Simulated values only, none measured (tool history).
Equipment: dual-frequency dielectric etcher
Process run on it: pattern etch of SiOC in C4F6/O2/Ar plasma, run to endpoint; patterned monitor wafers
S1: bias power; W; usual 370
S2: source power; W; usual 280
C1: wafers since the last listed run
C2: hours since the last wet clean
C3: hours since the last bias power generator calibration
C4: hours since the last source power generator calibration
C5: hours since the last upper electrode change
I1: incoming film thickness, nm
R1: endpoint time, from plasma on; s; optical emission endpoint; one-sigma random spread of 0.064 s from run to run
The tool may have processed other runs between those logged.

run    hour   S1   S2    C1     C2      C3      C4      C5     I1    R1
  1     0.0  301  230     0  234.5  1648.2  2239.2  4816.7  26.08  14.9
  2    64.2  418  280  1040  298.7  1712.4  2303.4  4880.9  25.70  10.7
  3    95.6  391  280   508  330.1  1743.8  2334.8  4912.3  25.81  11.2
  4   167.3  391  280  1161  401.8  1815.5  2406.5  4984.0  25.80  11.1
  5   193.0  370  330   416  427.5  1841.2  2432.2  5009.7  25.70  10.3
  6   242.4  370  280   800  476.9  1890.6  2481.6  5059.1  25.69  11.3
      301.6  -- wet clean of the chamber
  7   302.1  370  280   578    0.5  1950.3  2541.3  5118.8  25.57  11.8
  8   311.0  370  280   144    9.4  1959.2  2550.2  5127.7  25.67  11.9
  9   494.0  442  270  2964  192.4  2142.2  2733.2  5310.7  25.63  10.8
 10   540.3  335  280   750  238.7  2188.5  2779.5  5357.0  25.78  12.4
 11   584.9  314  240   722  283.3  2233.1  2824.1  5401.6  25.91  14.1
      624.7  -- upper electrode replaced
 12   642.3  346  320   541  340.7  2290.5  2881.5    17.6  25.80  11.2
 13   676.0  394  280   545  374.4  2324.2  2915.2    51.3  25.90  11.2
 14   702.9  370  280   435  401.3  2351.1  2942.1    78.2  25.86  11.6
      746.2  -- bias power generator calibrated
 15   746.7  370  280   644  445.1     0.5  2985.9   122.0  25.80  11.3
      784.4  -- source power generator calibrated
      792.4  -- wet clean of the chamber
 16   792.9  293  250   552    0.5    46.7     8.5   168.2  25.74  14.4
 17   840.7  370  280   774   48.3    94.5    56.3   216.0  26.05  12.0
 18   903.2  370  280  1012  110.8   157.0   118.8   278.5  25.85  11.8
 19   959.0  410  250   904  166.6   212.8   174.6   334.3  25.56  11.7
 20  1009.2  342  280   813  216.8   263.0   224.8   384.5  25.89  12.1
 21  1050.2  370  280   664  257.8   304.0   265.8   425.5  25.87  11.6
 22  1121.4  295  310  1153  329.0   375.2   337.0   496.7  25.62  12.1
 23  1146.5  337  300   406  354.1   400.3   362.1   521.8  25.60  11.5
 24  1192.0  461  260   737  399.6   445.8   407.6   567.3  25.61  10.5
 25  1230.0  279  320   615  437.6   483.8   445.6   605.3  25.88  12.3
 26  1277.1  370  280   763  484.7   530.9   492.7   652.4  25.69  11.3
     1309.7  -- wet clean of the chamber
 27  1345.0  324  210   711   35.3   598.8   560.6   720.3  25.63  15.3
 28  1393.8  370  250   790   84.1   647.6   609.4   769.1  25.61  12.6
 29  1460.6  370  280  1082  150.9   714.4   676.2   835.9  25.60  11.6
 30  1518.9  456  310   944  209.2   772.7   734.5   894.2  25.72   9.7
 31  1574.1  426  260   894  264.4   827.9   789.7   949.4  25.86  11.2
 32  1608.5  370  280   557  298.8   862.3   824.1   983.8  25.60  11.4
 33  1661.3  429  310   855  351.6   915.1   876.9  1036.6  25.59   9.9
 34  1686.9  394  280   414  377.2   940.7   902.5  1062.2  25.70  11.0

What would each run have given without the hidden state, its run-to-run variation left as it was?
Hidden state present: etch rate over this chamber's usual, %; bias power that arrives over what is set, %; source power that arrives over what is set, %.
run    R1
  1  15.2
  2  11.0
  3  11.5
  4  11.5
  5  10.8
  6  11.8
  7  11.7
  8  11.8
  9  10.8
 10  12.5
 11  14.3
 12  11.4
 13  11.5
 14  11.8
 15  11.9
 16  14.4
 17  12.0
 18  11.9
 19  11.9
 20  12.3
 21  11.9
 22  12.5
 23  11.9
 24  11.0
 25  12.9
 26  11.9
 27  15.3
 28  12.7
 29  11.7
 30   9.9
 31  11.5
 32  11.7
 33  10.2
 34  11.4
